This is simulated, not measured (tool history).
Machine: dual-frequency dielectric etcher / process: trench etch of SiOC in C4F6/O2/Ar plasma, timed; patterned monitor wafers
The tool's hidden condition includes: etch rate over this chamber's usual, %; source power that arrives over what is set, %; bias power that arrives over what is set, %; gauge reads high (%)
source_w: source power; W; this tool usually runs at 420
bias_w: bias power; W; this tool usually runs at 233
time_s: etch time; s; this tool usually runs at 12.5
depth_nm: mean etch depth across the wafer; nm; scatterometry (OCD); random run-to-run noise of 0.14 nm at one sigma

| run | hour | source_w | bias_w | time_s | wafers since the last listed run | hours since the last wet clean | hours since the last source power generator calibration | hours since the last bias power generator calibration | hours since the last upper electrode change | hours since the gauge calibration | read-back reference wafer on the same gauge, depth_nm | depth_nm |
|---|---|---|---|---|---|---|---|---|---|---|---|---|
| 1 | 0 | 370 | 233 | 12.5 | 0 | 197.6 | 3486 | 2070.9 | 2864 | 106.9 | 24.8 | 26.07 |
| 2 | 16.9 | 420 | 233 | 12.5 | 311 | 214.5 | 3502.9 | 2087.8 | 2880.9 | 123.8 | 24.8 | 27.68 |
| 3 | 38.7 | 420 | 233 | 12.5 | 402 | 236.3 | 3524.7 | 2109.6 | 2902.7 | 145.6 | 24.79 | 27.23 |
| 4 | 60.7 | 420 | 233 | 12.5 | 405 | 258.3 | 3546.7 | 2131.6 | 2924.7 | 167.6 | 24.81 | 27.78 |
| 5 | 82.8 | 420 | 233 | 12.5 | 407 | 280.4 | 3568.8 | 2153.7 | 2946.8 | 189.7 | 24.8 | 27.36 |
| 6 | 101.1 | 420 | 233 | 12.5 | 337 | 298.7 | 3587.1 | 2172 | 2965.1 | 208 | 24.79 | 27.33 |
| 7 | 123.1 | 420 | 233 | 12.5 | 405 | 320.7 | 3609.1 | 2194 | 2987.1 | 230 | 24.8 | 27.44 |
| 8 | 141.1 | 420 | 233 | 12.5 | 331 | 338.7 | 3627.1 | 2212 | 3005.1 | 248 | 24.77 | 27.76 |
| 9 | 163.5 | 420 | 233 | 12.5 | 413 | 361.1 | 3649.5 | 2234.4 | 3027.5 | 270.4 | 24.77 | 27.46 |
| 10 | 195.5 | 420 | 233 | 12.5 | 590 | 393.1 | 3681.5 | 2266.4 | 3059.5 | 302.4 | 24.84 | 27.67 |
| 11 | 209.7 | 420 | 233 | 12.5 | 261 | 407.3 | 3695.7 | 2280.6 | 3073.7 | 316.6 | 24.84 | 27.34 |
| 12 | 244.7 | 420 | 233 | 12.5 | 645 | 442.3 | 3730.7 | 2315.6 | 3108.7 | 351.6 | 24.79 | 27.77 |
|  | 278.1 | upper electrode replaced |
| 13 | 278.6 | 440 | 233 | 14.5 | 182 | 476.2 | 3764.6 | 2349.5 | 0.5 | 385.5 | 24.79 | 32.73 |
| 14 | 309.2 | 420 | 233 | 12.5 | 564 | 506.8 | 3795.2 | 2380.1 | 31.1 | 416.1 | 24.79 | 27.58 |
|  | 322.6 | bias power generator calibrated |
|  | 346.7 | wet clean of the chamber |
| 15 | 347.2 | 460 | 233 | 12.5 | 184 | 0.5 | 3833.2 | 24.6 | 69.1 | 454.1 | 24.8 | 28.85 |
|  | 420.8 | source power generator calibrated |
| 16 | 424.4 | 330 | 233 | 11 | 1350 | 77.7 | 3.6 | 101.8 | 146.3 | 531.3 | 24.79 | 22.14 |
| 17 | 445.3 | 470 | 283 | 12.5 | 385 | 98.6 | 24.5 | 122.7 | 167.2 | 552.2 | 24.82 | 30.75 |
| 18 | 461.8 | 320 | 233 | 9.5 | 304 | 115.1 | 41 | 139.2 | 183.7 | 568.7 | 24.81 | 18.85 |
| 19 | 482.3 | 390 | 179 | 14.5 | 378 | 135.6 | 61.5 | 159.7 | 204.2 | 589.2 | 24.76 | 28.48 |
| 20 | 502.9 | 520 | 208 | 14 | 379 | 156.2 | 82.1 | 180.3 | 224.8 | 609.8 | 24.79 | 32.05 |

Expected results for the next run?
|  | 515.5 | gauge calibrated |
| 21 | 601.5 | 420 | 233 | 9.5 | 1818 | 254.8 | 180.7 | 278.9 | 323.4 | 86 | ? | ? |

{"run 21": {"read-back reference wafer on the same gauge, depth_nm": 24.8, "depth_nm": 20.88}}
Take away the tool's hidden state, keep the run-to-run variation as it was, and the same run would have given depth_nm 20.88 nm.
